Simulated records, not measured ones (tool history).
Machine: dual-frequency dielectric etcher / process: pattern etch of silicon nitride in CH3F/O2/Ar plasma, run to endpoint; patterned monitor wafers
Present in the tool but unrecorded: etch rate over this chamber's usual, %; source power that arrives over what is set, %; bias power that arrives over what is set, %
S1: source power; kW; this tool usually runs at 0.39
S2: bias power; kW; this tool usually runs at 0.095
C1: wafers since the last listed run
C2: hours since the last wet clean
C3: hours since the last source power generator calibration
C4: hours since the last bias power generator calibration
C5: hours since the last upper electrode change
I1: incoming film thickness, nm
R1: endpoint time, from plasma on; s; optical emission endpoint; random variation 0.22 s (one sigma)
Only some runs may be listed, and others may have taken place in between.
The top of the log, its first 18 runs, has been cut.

run	hour	S1	S2	C1	C2	C3	C4	C5	I1	R1
19	858.4	0.33	0.08	341	326.6	3993.9	2739.7	124.9	39.24	59.8
20	906.5	0.43	0.11	411	374.7	4042	2787.8	173	39.33	46.2
21	949.3	0.47	0.113	366	417.5	4084.8	2830.6	215.8	39.24	44.1
22	977.6	0.48	0.095	242	445.8	4113.1	2858.9	244.1	39.08	47.7
# hour 1042: wet clean of the chamber
23	1080.4	0.32	0.074	674	38.4	4215.9	2961.7	346.9	39	62
24	1110	0.39	0.095	253	68	4245.5	2991.3	376.5	39.49	50.5
25	1153.8	0.35	0.076	374	111.8	4289.3	3035.1	420.3	39.03	59.6
# hour 1196.4: bias power generator calibrated
26	1206	0.47	0.08	412	164	4341.5	9.6	472.5	39.36	51.1
# hour 1264.8: source power generator calibrated
27	1272.6	0.39	0.105	535	230.6	7.8	76.2	539.1	39.28	48.3
28	1308.4	0.45	0.109	306	266.4	43.6	112	574.9	38.93	44.6
29	1365.2	0.39	0.095	486	323.2	100.4	168.8	631.7	39.38	51.6
30	1434.1	0.39	0.114	589	392.1	169.3	237.7	700.6	38.84	46.7
31	1485.4	0.36	0.078	438	443.4	220.6	289	751.9	39.34	59.3
32	1518.9	0.39	0.083	286	476.9	254.1	322.5	785.4	39.18	55.6
# hour 1666.3: wet clean of the chamber
33	1718.8	0.39	0.095	1505	52.5	454	522.4	985.3	39.31	49.8
34	1790.4	0.39	0.116	612	124.1	525.6	594	1056.9	39.42	45.9

Consider 4 possible next runs. They are alternatives, not a sequence: every one starts from the tool as it was left by run 34. What does each give?
A	1790.8	0.39	0.095	3	124.5	526	594.4	1057.3	39.22	?
B	1790.8	0.3	0.114	3	124.5	526	594.4	1057.3	39.22	?
C	1790.8	0.39	0.117	3	124.5	526	594.4	1057.3	39.22	?
D	1790.8	0.47	0.088	3	124.5	526	594.4	1057.3	39.22	?

run	R1
A	50.6
B	51.3
C	45.5
D	48.7
Without the tool's hidden state the same runs would have given:
run	R1
A	50
B	50.7
C	45
D	48.1
